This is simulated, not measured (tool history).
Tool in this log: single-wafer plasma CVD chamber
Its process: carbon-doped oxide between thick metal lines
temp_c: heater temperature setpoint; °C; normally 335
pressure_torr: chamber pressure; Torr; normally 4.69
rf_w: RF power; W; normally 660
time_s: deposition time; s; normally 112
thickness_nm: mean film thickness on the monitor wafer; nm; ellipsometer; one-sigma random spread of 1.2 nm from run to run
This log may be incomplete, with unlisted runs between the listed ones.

run,day,temp_c,pressure_torr,rf_w,time_s,wafers since the last listed run,hours since the last thermocouple change,hours since the last RF generator calibration,hours since the last manometer calibration,hours since the showerhead was replaced,hours since the gauge calibration,"read-back reference wafer on the same gauge, thickness_nm",thickness_nm
1,0.000,335,4.69,660,112,0,1987.1,2474.4,1925.3,3624.7,213.9,594.007,683.423
2,0.521,335,4.69,660,112,132,1999.6,2486.9,1937.8,3637.2,226.4,593.581,684.268
3,0.875,335,4.69,660,112,90,2008.1,2495.4,1946.3,3645.7,234.9,593.780,685.458
4,1.408,335,5.10,660,112,136,2020.9,2508.2,1959.1,3658.5,247.7,593.457,693.692
# day 2.179: thermocouple changed; heater temperature recalibrated
# day 2.225: showerhead replaced
5,2.246,335,4.69,660,112,116,1.6,2528.3,1979.2,0.5,267.8,594.183,686.320
6,3.262,335,4.69,660,112,259,26.0,2552.7,2003.6,24.9,292.2,593.701,685.335
7,3.883,335,4.69,560,112,158,40.9,2567.6,2018.5,39.8,307.1,594.482,636.062
8,4.221,330,4.69,660,112,86,49.0,2575.7,2026.6,47.9,315.2,594.209,692.971
9,4.504,335,3.87,660,112,72,55.8,2582.5,2033.4,54.7,322.0,593.798,667.033
10,4.921,335,4.69,660,112,106,65.8,2592.5,2043.4,64.7,332.0,593.878,683.896
11,5.329,341,3.64,700,123,104,75.6,2602.3,2053.2,74.5,341.8,593.956,734.152
12,6.892,335,4.69,660,112,398,113.1,2639.8,2090.7,112.0,379.3,593.975,684.210
# day 6.908: gauge calibrated
# day 7.262: RF generator calibrated
13,7.575,335,3.72,715,120,89,129.5,7.5,2107.1,128.4,16.0,593.761,718.196
14,8.167,335,4.03,660,94,151,143.7,21.7,2121.3,142.6,30.2,594.113,549.290
# day 8.825: capacitance manometer re-zeroed and calibrated
15,8.846,335,4.69,565,112,88,160.0,38.0,0.5,158.9,46.5,594.026,621.925
16,9.417,348,4.69,660,112,145,173.7,51.7,14.2,172.6,60.2,593.810,647.607
17,10.004,324,4.69,660,112,149,187.8,65.8,28.3,186.7,74.3,594.245,688.501
18,10.608,341,3.76,720,94,154,202.3,80.3,42.8,201.2,88.8,593.984,557.527
19,11.154,335,4.69,660,112,139,215.4,93.4,55.9,214.3,101.9,593.956,666.891
20,11.775,335,4.69,660,112,158,230.3,108.3,70.8,229.2,116.8,594.040,668.140
21,12.892,335,4.69,660,112,285,257.1,135.1,97.6,256.0,143.6,594.179,666.930
# day 13.329: RF generator calibrated, repeated, since the last time left the tool worse
22,13.350,335,3.74,575,94,31,268.1,0.5,108.6,267.0,154.6,594.016,533.949
23,13.675,335,4.69,590,125,82,275.9,8.3,116.4,274.8,162.4,594.443,739.415
24,13.996,348,3.77,575,118,81,283.6,16.0,124.1,282.5,170.1,593.945,649.112
25,14.525,335,4.69,660,112,135,296.3,28.7,136.8,295.2,182.8,594.037,699.227
26,15.154,320,4.69,660,112,160,311.4,43.8,151.9,310.3,197.9,594.387,728.729
27,15.854,349,4.69,660,112,178,328.2,60.6,168.7,327.1,214.7,593.592,673.401
28,16.221,322,5.84,660,101,93,337.0,69.4,177.5,335.9,223.5,594.055,674.544
29,16.796,335,4.69,660,112,146,350.8,83.2,191.3,349.7,237.3,594.442,698.105

Measured less the same run without the tool's hidden state. The same run-to-run variation is in both; the gauge's scatter may not be:
Hidden state present: wafer temperature above the value expected at the setpoint (K); delivered RF power above the setpoint (%); true pressure above the setpoint (%); gauge reads high (%).
run,thickness_nm
1,-16.714
2,-16.819
3,-16.905
4,-17.196
5,-17.149
6,-17.290
7,-16.310
8,-17.639
9,-17.024
10,-17.522
11,-18.526
12,-17.850
13,-35.709
14,-28.019
15,-32.282
16,-33.239
17,-35.441
18,-28.093
19,-34.523
20,-34.693
21,-34.819
22,-3.015
23,-4.229
24,-3.759
25,-4.014
26,-4.285
27,-4.062
28,-4.123
29,-4.355
